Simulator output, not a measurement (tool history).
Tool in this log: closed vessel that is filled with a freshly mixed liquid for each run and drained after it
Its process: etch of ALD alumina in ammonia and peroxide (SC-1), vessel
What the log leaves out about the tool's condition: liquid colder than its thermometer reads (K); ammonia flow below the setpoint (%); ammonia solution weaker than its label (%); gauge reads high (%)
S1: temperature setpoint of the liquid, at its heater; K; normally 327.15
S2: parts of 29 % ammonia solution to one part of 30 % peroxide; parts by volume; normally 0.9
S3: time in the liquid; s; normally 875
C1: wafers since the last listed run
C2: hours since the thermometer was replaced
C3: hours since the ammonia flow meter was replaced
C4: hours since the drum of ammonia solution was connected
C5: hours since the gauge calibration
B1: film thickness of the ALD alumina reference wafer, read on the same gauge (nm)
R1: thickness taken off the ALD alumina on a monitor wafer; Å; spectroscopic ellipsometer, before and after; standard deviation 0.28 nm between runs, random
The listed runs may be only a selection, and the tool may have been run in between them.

run 1 hour=0 | S1=327.15 S2=0.9 S3=875 | C1=0 C2=1713.4 C3=760.9 C4=140.4 C5=373.6 | B1=110.02 | R1=504.5
run 2 hour=31 | S1=327.15 S2=0.9 S3=875 | C1=2467 C2=1744.4 C3=791.9 C4=171.4 C5=404.6 | B1=109.97 | R1=499.2
run 3 hour=56.5 | S1=327.15 S2=0.9 S3=875 | C1=2029 C2=1769.9 C3=817.4 C4=196.9 C5=430.1 | B1=109.99 | R1=502.2
run 4 hour=73.7 | S1=327.15 S2=0.9 S3=875 | C1=1368 C2=1787.1 C3=834.6 C4=214.1 C5=447.3 | B1=110.02 | R1=501.3
run 5 hour=93.2 | S1=320.65 S2=0.9 S3=670 | C1=1551 C2=1806.6 C3=854.1 C4=233.6 C5=466.8 | B1=110.01 | R1=266.1
run 6 hour=122.6 | S1=327.15 S2=0.9 S3=875 | C1=2339 C2=1836 C3=883.5 C4=263 C5=496.2 | B1=110.01 | R1=504.1
run 7 hour=143.7 | S1=329.15 S2=0.9 S3=875 | C1=1679 C2=1857.1 C3=904.6 C4=284.1 C5=517.3 | B1=109.97 | R1=554.3
run 8 hour=177.4 | S1=329.15 S2=0.9 S3=875 | C1=2682 C2=1890.8 C3=938.3 C4=317.8 C5=551 | B1=109.98 | R1=553.8
-- hour=191 new drum of ammonia solution connected
-- hour=196.8 gauge calibrated
run 9 hour=212.2 | S1=329.15 S2=0.9 S3=875 | C1=2690 C2=1925.6 C3=973.1 C4=21.2 C5=15.4 | B1=110 | R1=551.1
-- hour=229.6 thermometer replaced
run 10 hour=245.2 | S1=327.15 S2=0.9 S3=875 | C1=2546 C2=15.6 C3=1006.1 C4=54.2 C5=48.4 | B1=110.01 | R1=567.5
run 11 hour=269.2 | S1=327.15 S2=0.9 S3=875 | C1=1910 C2=39.6 C3=1030.1 C4=78.2 C5=72.4 | B1=109.98 | R1=563.2
run 12 hour=296.9 | S1=317.65 S2=0.8 S3=1135 | C1=2204 C2=67.3 C3=1057.8 C4=105.9 C5=100.1 | B1=110.04 | R1=428.5
run 13 hour=336.5 | S1=333.15 S2=1.05 S3=385 | C1=3151 C2=106.9 C3=1097.4 C4=145.5 C5=139.7 | B1=110.02 | R1=344.7
run 14 hour=366.6 | S1=329.15 S2=0.9 S3=875 | C1=2395 C2=137 C3=1127.5 C4=175.6 C5=169.8 | B1=110.03 | R1=622
-- hour=375.6 ammonia flow meter replaced
run 15 hour=382.6 | S1=334.15 S2=1.2 S3=875 | C1=1193 C2=153 C3=7 C4=191.6 C5=185.8 | B1=109.96 | R1=832
run 16 hour=400.9 | S1=334.15 S2=0.9 S3=460 | C1=1456 C2=171.3 C3=25.3 C4=209.9 C5=204.1 | B1=109.99 | R1=424.8
run 17 hour=431.3 | S1=327.15 S2=0.75 S3=1335 | C1=2419 C2=201.7 C3=55.7 C4=240.3 C5=234.5 | B1=110.03 | R1=845.1
run 18 hour=463.9 | S1=333.15 S2=1.1 S3=1380 | C1=2594 C2=234.3 C3=88.3 C4=272.9 C5=267.1 | B1=109.97 | R1=1232.5
run 19 hour=486.5 | S1=334.15 S2=0.5 S3=525 | C1=1798 C2=256.9 C3=110.9 C4=295.5 C5=289.7 | B1=110.02 | R1=453

Run 20, settings as shown, results not yet in. Your forecast:
run 20 hour=513.6 | S1=332.15 S2=0.55 S3=605 | C1=2156 C2=284 C3=138 C4=322.6 C5=316.8 | B1=? | R1=?

Run 20 gave B1 110.01, R1 479.6 Å.
Had the tool carried no hidden state, the very same run would have given R1 493.2 Å.
